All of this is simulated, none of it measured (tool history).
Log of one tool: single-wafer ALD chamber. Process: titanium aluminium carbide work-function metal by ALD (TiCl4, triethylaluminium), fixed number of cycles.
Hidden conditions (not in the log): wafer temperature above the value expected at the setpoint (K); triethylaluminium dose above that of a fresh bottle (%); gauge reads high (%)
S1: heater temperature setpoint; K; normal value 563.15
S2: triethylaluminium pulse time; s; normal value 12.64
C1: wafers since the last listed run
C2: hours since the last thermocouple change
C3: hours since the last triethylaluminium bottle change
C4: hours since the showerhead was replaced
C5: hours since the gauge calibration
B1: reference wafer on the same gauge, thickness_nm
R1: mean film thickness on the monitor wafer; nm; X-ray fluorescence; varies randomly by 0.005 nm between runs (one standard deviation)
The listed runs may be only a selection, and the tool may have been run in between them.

run   hour      S1     S2   C1      C2      C3      C4     C5     B1     R1
  1      0  555.15   8.91    0  1350.7  1493.7  5713.1     70  2.326  1.589
  2     16  553.15  12.64  128  1366.7  1509.7  5729.1     86   2.33  1.761
  3   29.9  553.15  12.64  111  1380.6  1523.6    5743   99.9   2.33  1.763
  4     47  563.15  12.64  136  1397.7  1540.7  5760.1    117  2.329  1.832
  5   57.1  563.15  12.64   80  1407.8  1550.8  5770.2  127.1  2.328  1.825
  6   68.7  563.15  12.64   92  1419.4  1562.4  5781.8  138.7  2.327  1.828
      79.6  -- triethylaluminium bottle replaced
  7   80.1  563.15  12.64   27  1430.8     0.5  5793.2  150.1   2.33  1.951
  8  125.9  563.15  12.64  366  1476.6    46.3    5839  195.9  2.327  1.947
  9  136.5  563.15  12.64   84  1487.2    56.9  5849.6  206.5  2.328  1.937
     159.8  -- showerhead replaced
       167  -- thermocouple changed; heater temperature recalibrated
 10  178.4  563.15   9.53  213    11.4    98.8    18.6  248.4  2.331  1.914
 11    190  563.15   9.53   92      23   110.4    30.2    260  2.329  1.911
 12  198.6  563.15   9.53   68    31.6     119    38.8  268.6  2.332  1.901
 13  206.8  573.15   8.38   65    39.8   127.2      47  276.8   2.33   1.92
 14  217.8  563.15  12.64   88    50.8   138.2      58  287.8  2.332  1.972
     225.2  -- gauge calibrated
 15  228.8  556.15    8.6   88    61.8   149.2      69    3.6  2.329  1.807
 16  243.7  563.15  12.64  119    76.7   164.1    83.9   18.5  2.329  1.969
 17  253.3  553.15  16.89   76    86.3   173.7    93.5   28.1   2.33  1.919
 18    265  557.15  15.52   93      98   185.4   105.2   39.8   2.33  1.943
 19    276  563.15  12.64   88     109   196.4   116.2   50.8  2.331  1.965
 20  287.7  563.15  12.64   93   120.7   208.1   127.9   62.5   2.33  1.961
 21  304.5  575.15  14.73  134   137.5   224.9   144.7   79.3  2.329  2.074
 22  319.1  551.15  14.77  116   152.1   239.5   159.3   93.9  2.332  1.893
 23  333.5  563.15  12.64  115   166.5   253.9   173.7  108.3   2.33  1.962
 24  349.5  575.15  11.16  128   182.5   269.9   189.7  124.3  2.331   2.01
 25  365.5  549.15  11.29  128   198.5   285.9   205.7  140.3  2.329  1.827
 26  378.2  577.15  12.64  101   211.2   298.6   218.4    153  2.331   2.06
 27  389.5  574.15   8.49   90   222.5   309.9   229.7  164.3  2.329  1.892
 28    397  556.15  17.46   60     230   317.4   237.2  171.8   2.33   1.93
 29  403.7  572.15   8.18   53   236.7   324.1   243.9  178.5  2.328   1.85
 30  412.3  559.15   7.78   68   245.3   332.7   252.5  187.1   2.33   1.72
 31  421.2  563.15   14.5   71   254.2   341.6   261.4    196  2.328  1.968
 32  434.3  558.15  15.36  104   267.3   354.7   274.5  209.1  2.328  1.938
 33  450.2  563.15  12.64  127   283.2   370.6   290.4    225  2.331  1.942
 34    457  557.15   9.75   54     290   377.4   297.2  231.8   2.33  1.818

Consider 3 possible next runs. They are alternatives, not a sequence: every one starts from the tool as it was left by run 34. What does each give?
  A  457.4  563.15  12.64   3  290.4  377.8  297.6  232.2   ?   ?
  B  457.4  576.15   8.24   3  290.4  377.8  297.6  232.2   ?   ?
  C  457.4  563.15   8.84   3  290.4  377.8  297.6  232.2   ?   ?

run    B1     R1
  A  2.33  1.929
  B  2.33  1.852
  C  2.33  1.798
The same runs, with their run-to-run variation unchanged, on a tool lacking any hidden condition would have given:
run     R1
  A  1.983
  B  1.974
  C  1.903

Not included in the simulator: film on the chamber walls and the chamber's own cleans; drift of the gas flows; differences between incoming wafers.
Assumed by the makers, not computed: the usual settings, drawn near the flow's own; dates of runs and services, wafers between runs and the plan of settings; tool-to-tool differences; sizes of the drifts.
